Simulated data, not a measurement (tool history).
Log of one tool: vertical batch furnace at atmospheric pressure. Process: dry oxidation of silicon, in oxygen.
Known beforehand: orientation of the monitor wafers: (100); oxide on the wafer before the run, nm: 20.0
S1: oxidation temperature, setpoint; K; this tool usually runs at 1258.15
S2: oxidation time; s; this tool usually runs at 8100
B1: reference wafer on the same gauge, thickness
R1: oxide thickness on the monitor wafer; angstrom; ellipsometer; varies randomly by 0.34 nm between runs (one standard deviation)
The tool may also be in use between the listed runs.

run,hour,S1,S2,B1,R1
1,0,1258.15,8100,71.07,726.5
2,54,1258.15,8100,71.2,735.1
3,108.6,1258.15,5490,70.95,574.5
4,134.2,1258.15,5490,70.87,578.3
5,184.4,1258.15,8100,71,722.8
6,227.4,1258.15,8100,71.01,726
7,282.5,1258.15,8100,70.98,735.6
8,308,1258.15,8100,70.91,732.9
9,361.4,1258.15,8100,70.95,730.8
10,428.2,1258.15,8100,71.1,723
11,489.7,1258.15,8100,70.99,730.2
12,561.2,1258.15,9360,70.93,799.4
13,628.1,1258.15,9360,70.94,797
14,653,1258.15,8100,70.81,729.8
15,684.9,1258.15,8100,71.06,727.6
16,741.6,1258.15,8100,70.94,726.5
17,783.4,1258.15,8100,71,722.9
18,852.1,1274.15,8100,71.11,826.9
19,903,1238.15,5910,70.99,535.4
20,1064.2,1234.15,10350,70.95,726.1
21,1087.7,1242.15,11940,71.08,843.2
22,1271.9,1258.15,12120,70.91,937.2
23,1316.3,1248.15,9480,70.92,748.4
24,1371.2,1258.15,8100,71.05,734.7
25,1431.1,1258.15,8100,71.09,727.6
26,1484.3,1269.15,5310,71.14,612.4
27,1546.5,1266.15,11730,70.95,985.7
28,1608.4,1240.15,8100,70.94,647.3
29,1674.6,1258.15,8100,71.03,729
30,1743.4,1258.15,8100,71.02,726.2

Taken out of this log: 4 entries between the listed runs. Where each belongs, and how the hidden state differs across it:
In the gap between runs 10 and 11: gauge calibrated (hour 460.1)
  no hidden state differs between the two runs
In the gap between runs 18 and 19: boat lift adjusted (hour 899)
  no hidden state differs between the two runs
In the gap between runs 19 and 20: thermocouples replaced and temperature profile calibrated (hour 1063.7)
  no hidden state differs between the two runs
In the gap between runs 24 and 25: gauge calibrated (hour 1372.9)
  no hidden state differs between the two runs
